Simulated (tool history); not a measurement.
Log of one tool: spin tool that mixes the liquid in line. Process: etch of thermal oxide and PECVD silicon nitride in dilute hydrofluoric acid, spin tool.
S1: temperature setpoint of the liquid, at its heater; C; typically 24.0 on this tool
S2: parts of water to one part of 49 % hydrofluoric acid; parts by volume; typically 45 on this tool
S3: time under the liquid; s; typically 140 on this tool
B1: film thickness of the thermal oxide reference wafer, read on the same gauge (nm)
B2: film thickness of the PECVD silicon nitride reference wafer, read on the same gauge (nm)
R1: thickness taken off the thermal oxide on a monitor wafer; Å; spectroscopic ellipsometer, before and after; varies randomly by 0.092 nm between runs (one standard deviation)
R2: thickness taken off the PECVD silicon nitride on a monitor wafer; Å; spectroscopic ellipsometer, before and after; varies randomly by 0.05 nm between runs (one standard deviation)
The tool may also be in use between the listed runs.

run,hour,S1,S2,S3,B1,B2,R1,R2
1,0.0,24.0,45,140,140.00,149.97,144.6,69.0
2,27.4,24.0,45,140,140.01,149.98,146.1,69.4
3,110.5,24.0,45,140,139.98,150.04,145.1,69.2
4,133.6,24.0,45,140,140.00,149.98,142.9,68.3
5,160.7,24.0,45,140,139.99,150.01,144.5,67.7
6,178.2,24.0,45,140,139.98,149.99,144.1,68.8
7,199.0,24.0,45,140,139.96,149.96,143.5,68.6
8,228.5,24.0,45,140,140.01,150.00,143.5,68.0
9,255.1,24.0,45,140,140.03,150.01,141.7,68.5
10,286.5,24.0,45,140,140.00,150.01,141.9,67.8
11,321.7,24.0,45,140,140.03,150.01,141.3,68.6
# hour 343.3: gauge calibrated
# hour 355.3: hydrofluoric acid flow meter replaced
12,356.2,24.0,45,140,140.01,150.00,160.9,76.6
13,379.3,25.5,65,120,139.97,150.01,98.6,49.8
14,406.1,20.0,60,100,139.99,149.96,71.2,31.5
15,419.6,24.0,45,140,140.02,149.99,160.8,75.6
16,442.3,24.0,45,140,139.96,149.99,160.4,75.7
# hour 532.3: thermometer replaced
17,549.4,24.0,35,205,140.00,149.99,302.6,140.9
18,590.0,24.0,25,85,140.02,150.02,177.8,80.2
19,617.2,24.0,45,140,139.98,149.97,157.6,75.4
20,651.6,28.0,30,115,139.98,150.02,235.8,120.0
21,666.1,22.5,45,140,139.99,149.99,146.8,68.5
22,760.8,24.0,45,140,139.98,150.00,157.6,74.3
23,778.2,24.0,40,140,139.99,150.00,179.1,84.0
24,807.0,24.0,45,140,139.98,149.98,156.8,73.9
25,832.2,27.5,60,140,140.00,150.00,131.4,70.4

Predict each of these 4 candidate next runs independently; none follows another, all start after run 25:
A,832.7,24.0,45,140,?,?,?,?
B,832.7,24.0,30,175,?,?,?,?
C,832.7,28.5,45,60,?,?,?,?
D,832.7,21.0,45,140,?,?,?,?

run,B1,B2,R1,R2
A,140.05,150.01,154.3,73.5
B,140.05,150.01,295.5,136.3
C,140.05,150.01,79.4,42.5
D,140.05,150.01,136.2,59.9
Stripped of hidden state, with their random variation kept, the same runs would have yielded:
run,R1,R2
A,160.1,76.0
B,306.3,141.0
C,82.4,44.0
D,141.2,61.9
